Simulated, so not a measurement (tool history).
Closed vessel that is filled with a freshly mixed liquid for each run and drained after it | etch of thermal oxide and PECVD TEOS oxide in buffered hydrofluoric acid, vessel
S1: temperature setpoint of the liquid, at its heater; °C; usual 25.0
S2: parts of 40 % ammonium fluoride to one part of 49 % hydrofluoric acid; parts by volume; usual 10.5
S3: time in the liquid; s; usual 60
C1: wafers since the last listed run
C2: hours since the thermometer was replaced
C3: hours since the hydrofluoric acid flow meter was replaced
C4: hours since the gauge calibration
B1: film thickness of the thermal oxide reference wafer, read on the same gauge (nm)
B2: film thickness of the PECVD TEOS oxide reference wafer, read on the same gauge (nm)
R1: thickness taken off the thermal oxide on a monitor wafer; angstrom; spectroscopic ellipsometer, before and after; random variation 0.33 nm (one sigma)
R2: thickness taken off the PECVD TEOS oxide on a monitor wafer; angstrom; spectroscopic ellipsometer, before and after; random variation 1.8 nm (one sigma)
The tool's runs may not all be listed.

run   hour    S1    S2  S3    C1     C2     C3     C4      B1     B2      R1      R2
  1    0.0  23.0  10.5  80     0  389.4  339.7   85.9  150.01  80.01   867.9  2226.4
  2   17.3  25.0  10.5  60  1620  406.7  357.0  103.2  149.99  80.03   718.2  1872.5
  3   29.1  25.0  10.5  60  1105  418.5  368.8  115.0  150.01  80.01   722.8  1842.6
  4   37.0  25.0  10.5  60   740  426.4  376.7  122.9  150.04  80.04   723.8  1852.8
  5   53.7  25.0  10.5  60  1564  443.1  393.4  139.6  149.98  79.99   717.2  1861.1
      58.8  -- gauge calibrated
      63.5  -- hydrofluoric acid flow meter replaced
  6   70.6  25.0  10.5  60  1489  460.0    7.1   11.8  149.97  79.99   727.0  1846.8
  7   79.4  25.0  10.5  60   824  468.8   15.9   20.6  150.04  79.98   728.1  1873.7
      80.4  -- thermometer replaced
  8   86.6  25.0  10.5  35   580    6.2   23.1   27.8  150.01  79.96   419.3  1103.7
  9   95.6  25.0  10.5  60   843   15.2   32.1   36.8  150.01  80.02   717.4  1874.3
 10  105.6  25.0  10.5  85   936   25.2   42.1   46.8  149.96  80.02  1014.3  2590.4
 11  117.9  27.5  10.5  75  1152   37.5   54.4   59.1  149.99  80.01  1035.1  2651.0
 12  129.2  25.0  10.5  30  1058   48.8   65.7   70.4  149.98  80.01   362.0   935.8
 13  140.7  20.0  10.5  90  1077   60.3   77.2   81.9  149.98  79.94   822.2  2152.9
 14  147.2  25.0  10.5  60   609   66.8   83.7   88.4  150.02  80.02   726.5  1854.2

4 ways to go on from here, each from the tool as it stands after run 14. What would each give?
  A  147.9  25.0  10.5  60  65  67.5  84.4  89.1   ?   ?   ?   ?
  B  147.9  23.0  10.5  60  65  67.5  84.4  89.1   ?   ?   ?   ?
  C  147.9  25.0  10.5  75  65  67.5  84.4  89.1   ?   ?   ?   ?
  D  147.9  25.0   7.0  60  65  67.5  84.4  89.1   ?   ?   ?   ?

run      B1     B2      R1      R2
  A  149.95  79.99   723.0  1868.7
  B  149.95  79.99   648.3  1675.6
  C  149.95  79.99   903.8  2335.8
  D  149.95  79.99  1063.2  2747.9
Without the tool's hidden state the same runs would have given:
run      R1      R2
  A   723.0  1868.7
  B   648.3  1675.6
  C   903.8  2335.8
  D  1063.2  2747.9
